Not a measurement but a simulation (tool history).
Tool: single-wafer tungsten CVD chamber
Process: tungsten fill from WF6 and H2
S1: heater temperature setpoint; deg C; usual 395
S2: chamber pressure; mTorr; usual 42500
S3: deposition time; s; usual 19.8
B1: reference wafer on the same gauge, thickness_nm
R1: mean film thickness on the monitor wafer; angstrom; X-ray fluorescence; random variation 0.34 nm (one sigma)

| run | hour | S1 | S2 | S3 | B1 | R1 |
|---|---|---|---|---|---|---|
| 1 | 0 | 402 | 42500 | 19.8 | 63.623 | 716.85 |
| 2 | 101.1 | 402 | 42500 | 19.8 | 63.642 | 716.8 |
| 3 | 171.6 | 402 | 42500 | 19.8 | 63.521 | 722.24 |
| 4 | 242.6 | 395 | 42500 | 19.8 | 63.608 | 618.11 |
| 5 | 291.8 | 395 | 42500 | 19.8 | 63.639 | 623.74 |
| 6 | 331.6 | 386 | 42500 | 19.8 | 63.564 | 506.61 |
| 7 | 403.4 | 386 | 42500 | 19.8 | 63.579 | 503.12 |
| 8 | 440.9 | 386 | 42500 | 19.8 | 63.6 | 505.72 |
| 9 | 607.7 | 395 | 37800 | 19.8 | 63.553 | 563.6 |
| 10 | 652.3 | 395 | 37800 | 19.8 | 63.532 | 557.75 |
| 11 | 684.3 | 395 | 37800 | 19.8 | 63.721 | 559.56 |
|  | 726.7 | showerhead replaced |
| 12 | 738.6 | 395 | 42500 | 19.8 | 63.559 | 607.81 |
| 13 | 807.2 | 395 | 42500 | 19.8 | 63.777 | 610.58 |
| 14 | 862.4 | 395 | 42500 | 16.8 | 63.532 | 515.08 |
|  | 887.2 | thermocouple changed; heater temperature recalibrated |
| 15 | 928.1 | 395 | 42500 | 17 | 63.638 | 522.41 |
| 16 | 955.8 | 384 | 47900 | 17.2 | 63.703 | 448.82 |
| 17 | 1128.2 | 395 | 42500 | 19.8 | 63.571 | 604.58 |
|  | 1159.9 | capacitance manometer re-zeroed and calibrated |
|  | 1160 | gauge calibrated |
| 18 | 1160.4 | 402 | 39200 | 16.9 | 63.516 | 634.59 |
| 19 | 1290 | 387 | 48000 | 22.4 | 63.585 | 701.41 |
| 20 | 1341.2 | 395 | 42500 | 19.8 | 63.635 | 676.86 |
| 21 | 1412 | 382 | 42500 | 21.8 | 63.534 | 562.9 |

The next listed run, before its measurement:
| 22 | 1469.3 | 382 | 42500 | 16.8 | ? | ? |

B1: 63.489
R1: 432.91 angstrom
Without the tool's hidden state the same run would have given R1 404.02 angstrom.
